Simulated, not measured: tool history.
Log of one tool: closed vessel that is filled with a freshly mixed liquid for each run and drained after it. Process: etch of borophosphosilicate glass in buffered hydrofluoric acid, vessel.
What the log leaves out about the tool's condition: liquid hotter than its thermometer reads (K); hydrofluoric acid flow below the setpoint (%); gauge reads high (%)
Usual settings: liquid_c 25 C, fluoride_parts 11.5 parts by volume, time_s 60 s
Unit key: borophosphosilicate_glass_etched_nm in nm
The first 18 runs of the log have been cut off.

| run | day | liquid_c | fluoride_parts | time_s | wafers since the last listed run | hours since the thermometer was replaced | hours since the hydrofluoric acid flow meter was replaced | hours since the gauge calibration | read-back film thickness of the borophosphosilicate glass reference wafer, read on the same gauge (nm) | borophosphosilicate_glass_etched_nm |
|---|---|---|---|---|---|---|---|---|---|---|
| 19 | 68.425 | 25 | 11.5 | 60 | 6898 | 1049.9 | 1070.9 | 826.7 | 70.04 | 86.86 |
| 20 | 71.754 | 25 | 11.5 | 60 | 7262 | 1129.8 | 1150.8 | 906.6 | 70.02 | 85.93 |
| 21 | 74.392 | 25 | 14.5 | 75 | 5753 | 1193.1 | 1214.1 | 969.9 | 70.03 | 86.24 |
| 22 | 78.767 | 22 | 8.5 | 60 | 9543 | 1298.1 | 1319.1 | 1074.9 | 70 | 96.6 |
|  | 79.833 | hydrofluoric acid flow meter replaced |
| 23 | 83.121 | 25 | 15 | 40 | 9407 | 1402.6 | 78.9 | 1179.4 | 69.98 | 44.91 |
| 24 | 86.012 | 25 | 7.5 | 90 | 6307 | 1472 | 148.3 | 1248.8 | 70.01 | 198.41 |
| 25 | 89.908 | 25 | 11.5 | 60 | 8498 | 1565.5 | 241.8 | 1342.3 | 69.99 | 88.64 |
| 26 | 93.204 | 27 | 15.5 | 60 | 7189 | 1644.6 | 320.9 | 1421.4 | 70.01 | 72.55 |
| 27 | 96.4 | 29.5 | 8.5 | 35 | 6971 | 1721.3 | 397.6 | 1498.1 | 70 | 84.98 |
| 28 | 99.004 | 25 | 13 | 50 | 5680 | 1783.8 | 460.1 | 1560.6 | 69.98 | 63.89 |
| 29 | 111.433 | 25 | 11.5 | 60 | 27112 | 2082.1 | 758.4 | 1858.9 | 69.96 | 87.84 |
| 30 | 114.55 | 25 | 11.5 | 60 | 6798 | 2156.9 | 833.2 | 1933.7 | 69.97 | 87.59 |
| 31 | 116.95 | 29 | 8 | 80 | 5235 | 2214.5 | 890.8 | 1991.3 | 70 | 201.23 |
| 32 | 121.425 | 25 | 15 | 45 | 9761 | 2321.9 | 998.2 | 2098.7 | 69.97 | 51.23 |

Below are 3 alternative next runs, each starting from the tool's condition after run 32. Predict each:
| A | 121.454 | 25 | 11.5 | 60 | 63 | 2322.6 | 998.9 | 2099.4 | ? | ? |
| B | 121.454 | 26.5 | 11.5 | 45 | 63 | 2322.6 | 998.9 | 2099.4 | ? | ? |
| C | 121.454 | 23.5 | 11.5 | 75 | 63 | 2322.6 | 998.9 | 2099.4 | ? | ? |

| run | read-back film thickness of the borophosphosilicate glass reference wafer, read on the same gauge (nm) | borophosphosilicate_glass_etched_nm |
|---|---|---|
| A | 70.01 | 87.44 |
| B | 70.01 | 71.05 |
| C | 70.01 | 100.82 |
Take away the tool's hidden state, keep each run's random variation, and the runs would have read:
| run | borophosphosilicate_glass_etched_nm |
|---|---|
| A | 87.44 |
| B | 71.05 |
| C | 100.82 |

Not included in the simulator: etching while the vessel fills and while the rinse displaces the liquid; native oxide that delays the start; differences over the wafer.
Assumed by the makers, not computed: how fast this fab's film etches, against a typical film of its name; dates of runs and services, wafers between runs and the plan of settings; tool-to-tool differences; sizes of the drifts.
